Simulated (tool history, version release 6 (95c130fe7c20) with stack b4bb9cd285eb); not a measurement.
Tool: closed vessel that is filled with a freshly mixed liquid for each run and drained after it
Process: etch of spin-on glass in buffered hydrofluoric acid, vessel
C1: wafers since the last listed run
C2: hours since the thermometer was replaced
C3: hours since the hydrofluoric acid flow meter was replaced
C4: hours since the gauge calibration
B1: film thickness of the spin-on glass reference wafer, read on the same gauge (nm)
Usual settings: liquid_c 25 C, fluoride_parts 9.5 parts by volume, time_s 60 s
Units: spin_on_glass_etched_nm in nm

{"run": 1, "hour": 0.0, "liquid_c": 25, "fluoride_parts": 9.5, "time_s": 60, "C1": 0, "C2": 606.6, "C3": 241, "C4": 160.9, "B1": 50.03, "spin_on_glass_etched_nm": 153.55}
{"run": 2, "hour": 8.1, "liquid_c": 25, "fluoride_parts": 9.5, "time_s": 60, "C1": 1068, "C2": 614.7, "C3": 249.1, "C4": 169, "B1": 50, "spin_on_glass_etched_nm": 153.54}
{"run": 3, "hour": 14.2, "liquid_c": 25, "fluoride_parts": 9.5, "time_s": 60, "C1": 804, "C2": 620.8, "C3": 255.2, "C4": 175.1, "B1": 49.99, "spin_on_glass_etched_nm": 151.69}
{"hour": 19.8, "done": "gauge calibrated"}
{"run": 4, "hour": 22.8, "liquid_c": 25, "fluoride_parts": 9.5, "time_s": 60, "C1": 1134, "C2": 629.4, "C3": 263.8, "C4": 3, "B1": 50.04, "spin_on_glass_etched_nm": 152.79}
{"run": 5, "hour": 29.1, "liquid_c": 25, "fluoride_parts": 9.5, "time_s": 60, "C1": 831, "C2": 635.7, "C3": 270.1, "C4": 9.3, "B1": 49.98, "spin_on_glass_etched_nm": 151.85}
{"run": 6, "hour": 39.1, "liquid_c": 25, "fluoride_parts": 9.5, "time_s": 60, "C1": 1319, "C2": 645.7, "C3": 280.1, "C4": 19.3, "B1": 49.98, "spin_on_glass_etched_nm": 152.43}
{"run": 7, "hour": 46.8, "liquid_c": 25, "fluoride_parts": 9.5, "time_s": 60, "C1": 1016, "C2": 653.4, "C3": 287.8, "C4": 27, "B1": 49.95, "spin_on_glass_etched_nm": 153.6}
{"run": 8, "hour": 62.1, "liquid_c": 25, "fluoride_parts": 12, "time_s": 60, "C1": 2018, "C2": 668.7, "C3": 303.1, "C4": 42.3, "B1": 49.99, "spin_on_glass_etched_nm": 119.94}
{"run": 9, "hour": 71.0, "liquid_c": 25, "fluoride_parts": 12, "time_s": 60, "C1": 1174, "C2": 677.6, "C3": 312, "C4": 51.2, "B1": 50.03, "spin_on_glass_etched_nm": 120.91}
{"run": 10, "hour": 78.7, "liquid_c": 28, "fluoride_parts": 9.5, "time_s": 70, "C1": 1016, "C2": 685.3, "C3": 319.7, "C4": 58.9, "B1": 50.04, "spin_on_glass_etched_nm": 207.91}
{"run": 11, "hour": 122.9, "liquid_c": 25, "fluoride_parts": 12, "time_s": 40, "C1": 5832, "C2": 729.5, "C3": 363.9, "C4": 103.1, "B1": 50.01, "spin_on_glass_etched_nm": 79.15}
{"hour": 130.4, "done": "hydrofluoric acid flow meter replaced"}
{"run": 12, "hour": 131.9, "liquid_c": 27.5, "fluoride_parts": 12.5, "time_s": 30, "C1": 1055, "C2": 738.5, "C3": 1.5, "C4": 112.1, "B1": 50, "spin_on_glass_etched_nm": 72.46}
{"run": 13, "hour": 139.2, "liquid_c": 25, "fluoride_parts": 9.5, "time_s": 60, "C1": 963, "C2": 745.8, "C3": 8.8, "C4": 119.4, "B1": 49.96, "spin_on_glass_etched_nm": 162.85}
{"run": 14, "hour": 158.3, "liquid_c": 28.5, "fluoride_parts": 9.5, "time_s": 60, "C1": 2520, "C2": 764.9, "C3": 27.9, "C4": 138.5, "B1": 50, "spin_on_glass_etched_nm": 196.92}
{"hour": 164.4, "done": "gauge calibrated"}
{"run": 15, "hour": 165.2, "liquid_c": 26.5, "fluoride_parts": 6, "time_s": 45, "C1": 910, "C2": 771.8, "C3": 34.8, "C4": 0.8, "B1": 50.02, "spin_on_glass_etched_nm": 205.75}
{"hour": 183.6, "done": "thermometer replaced"}
{"run": 16, "hour": 184.1, "liquid_c": 22.5, "fluoride_parts": 6, "time_s": 60, "C1": 2362, "C2": 0.5, "C3": 53.7, "C4": 19.7, "B1": 50.01, "spin_on_glass_etched_nm": 197.31}
{"run": 17, "hour": 190.4, "liquid_c": 27, "fluoride_parts": 7, "time_s": 75, "C1": 831, "C2": 6.8, "C3": 60, "C4": 26, "B1": 50.02, "spin_on_glass_etched_nm": 274.74}
{"run": 18, "hour": 198.2, "liquid_c": 25, "fluoride_parts": 9.5, "time_s": 60, "C1": 1029, "C2": 14.6, "C3": 67.8, "C4": 33.8, "B1": 49.95, "spin_on_glass_etched_nm": 146.49}
{"run": 19, "hour": 211.8, "liquid_c": 27, "fluoride_parts": 9.5, "time_s": 60, "C1": 1794, "C2": 28.2, "C3": 81.4, "C4": 47.4, "B1": 49.96, "spin_on_glass_etched_nm": 165.13}
{"run": 20, "hour": 222.5, "liquid_c": 21.5, "fluoride_parts": 9.5, "time_s": 35, "C1": 1411, "C2": 38.9, "C3": 92.1, "C4": 58.1, "B1": 50.03, "spin_on_glass_etched_nm": 70.72}
{"run": 21, "hour": 232.0, "liquid_c": 25, "fluoride_parts": 9.5, "time_s": 60, "C1": 1253, "C2": 48.4, "C3": 101.6, "C4": 67.6, "B1": 50.05, "spin_on_glass_etched_nm": 144.94}

Hidden state or all else? Some run-to-run changes of spin_on_glass_etched_nm, split into what the settings, what came in and random variation would give without the hidden state, and what is left for the hidden state (with any gauge scatter that isn't in both results):
The hidden state here: liquid hotter than its thermometer reads (K); hydrofluoric acid flow below the setpoint (%); gauge reads high (%).
Run 10 -> 11: liquid_c 28 -> 25, fluoride_parts 9.5 -> 12, time_s 70 -> 40. spin_on_glass_etched_nm -128.76 nm: hidden state -3.41, all else -125.35.
Run 12 -> 13: liquid_c 27.5 -> 25, fluoride_parts 12.5 -> 9.5, time_s 30 -> 60. spin_on_glass_etched_nm +90.39 nm: hidden state +8.49, all else +81.9.
Run 15 -> 16: liquid_c 26.5 -> 22.5, time_s 45 -> 60, thermometer replaced. spin_on_glass_etched_nm -8.44 nm: hidden state -21.01, all else +12.57.
Run 17 -> 18: liquid_c 27 -> 25, fluoride_parts 7 -> 9.5, time_s 75 -> 60. spin_on_glass_etched_nm -128.25 nm: hidden state +5.39, all else -133.64.
